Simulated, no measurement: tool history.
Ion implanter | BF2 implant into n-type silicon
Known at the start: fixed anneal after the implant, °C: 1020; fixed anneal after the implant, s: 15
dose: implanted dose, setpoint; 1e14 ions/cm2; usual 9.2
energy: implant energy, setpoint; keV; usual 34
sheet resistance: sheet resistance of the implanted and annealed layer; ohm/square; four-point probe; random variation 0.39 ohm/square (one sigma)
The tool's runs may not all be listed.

| run | day | dose | energy | read-back reference wafer on the same gauge, sheet resistance | sheet resistance |
|---|---|---|---|---|---|
| 1 | 0 | 9.2 | 34 | 115.99 | 139.84 |
| 2 | 11.462 | 9.2 | 34 | 115.97 | 139.95 |
| 3 | 15.5 | 9.2 | 34 | 115.96 | 139.62 |
| 4 | 18.904 | 9.2 | 34 | 116.03 | 139.31 |
| 5 | 23.375 | 9.2 | 34 | 116.05 | 139.77 |
| 6 | 26.842 | 7.04 | 34 | 115.97 | 166.61 |
| 7 | 29.754 | 7.04 | 34 | 115.96 | 165.42 |
| 8 | 33.325 | 7.04 | 34 | 116 | 166.14 |
| 9 | 36.4 | 9.2 | 34 | 115.99 | 138.82 |
| 10 | 38.212 | 9.2 | 34 | 116 | 140.11 |
| 11 | 40.538 | 9.2 | 34 | 115.96 | 139 |
| 12 | 44.392 | 9.2 | 34 | 116 | 139.06 |
| 13 | 47.029 | 9.2 | 34 | 115.97 | 139.06 |
| 14 | 57.6 | 9.2 | 34 | 115.97 | 138.87 |
|  | 59.271 | extraction supply calibrated |
| 15 | 60.429 | 11.14 | 34 | 115.96 | 124.39 |
| 16 | 63.608 | 11.14 | 34 | 116.09 | 124.3 |
| 17 | 67.6 | 9.2 | 34 | 115.94 | 137.69 |
| 18 | 69.475 | 9.2 | 34 | 116.01 | 137.85 |
| 19 | 71.633 | 10.16 | 42.5 | 115.99 | 121.11 |
| 20 | 75.762 | 9.2 | 34 | 116 | 137.42 |
|  | 77.988 | Faraday cup replaced and dose calibrated |
|  | 79.504 | extraction supply calibrated, repeated, since the last time left the tool worse |
| 21 | 79.525 | 9.92 | 39 | 115.94 | 128.22 |
| 22 | 83.058 | 11.77 | 29.5 | 115.98 | 130.87 |
| 23 | 85.842 | 7.16 | 24.5 | 116.05 | 178.48 |
| 24 | 89.729 | 8.09 | 34 | 116.01 | 151.49 |
|  | 91.733 | gauge calibrated |
| 25 | 92.325 | 8.18 | 27 | 116.06 | 161.84 |
| 26 | 96.283 | 11.06 | 25.5 | 115.98 | 142.3 |
| 27 | 98.962 | 6.5 | 37.5 | 115.99 | 174.37 |
| 28 | 101.867 | 7.18 | 43 | 115.96 | 157.47 |
| 29 | 105.083 | 11.21 | 27.5 | 116.05 | 136.81 |
| 30 | 108.371 | 7.04 | 34 | 115.99 | 166.2 |
| 31 | 112.388 | 8.41 | 34 | 115.95 | 147.85 |
| 32 | 114.771 | 7.39 | 34 | 116.01 | 160.84 |
| 33 | 117.954 | 9.2 | 34 | 115.93 | 139.43 |
| 34 | 121.696 | 7.48 | 40.5 | 115.99 | 153.13 |
| 35 | 124.029 | 9.2 | 34 | 116.02 | 140.1 |
| 36 | 126.783 | 9.2 | 34 | 116.07 | 139.36 |

The tool's hidden state at each run:
deviation of the true dose from the Faraday cup's reading, %: 0 in every run
gauge reads high (%): 0 in every run
H1: deviation of the true energy from its setpoint, %
| run | H1 |
|---|---|
| 1 | 0.234 |
| 2 | 0.494 |
| 3 | 0.605 |
| 4 | 0.705 |
| 5 | 0.847 |
| 6 | 0.965 |
| 7 | 1.07 |
| 8 | 1.21 |
| 9 | 1.33 |
| 10 | 1.4 |
| 11 | 1.5 |
| 12 | 1.67 |
| 13 | 1.8 |
| 14 | 2.33 |
| 15 | 5.08 |
| 16 | 5.09 |
| 17 | 5.1 |
| 18 | 5.11 |
| 19 | 5.13 |
| 20 | 5.16 |
| 21 | 0.269 |
| 22 | 0.273 |
| 23 | 0.281 |
| 24 | 0.3 |
| 25 | 0.317 |
| 26 | 0.352 |
| 27 | 0.381 |
| 28 | 0.416 |
| 29 | 0.462 |
| 30 | 0.515 |
| 31 | 0.588 |
| 32 | 0.635 |
| 33 | 0.705 |
| 34 | 0.794 |
| 35 | 0.853 |
| 36 | 0.928 |
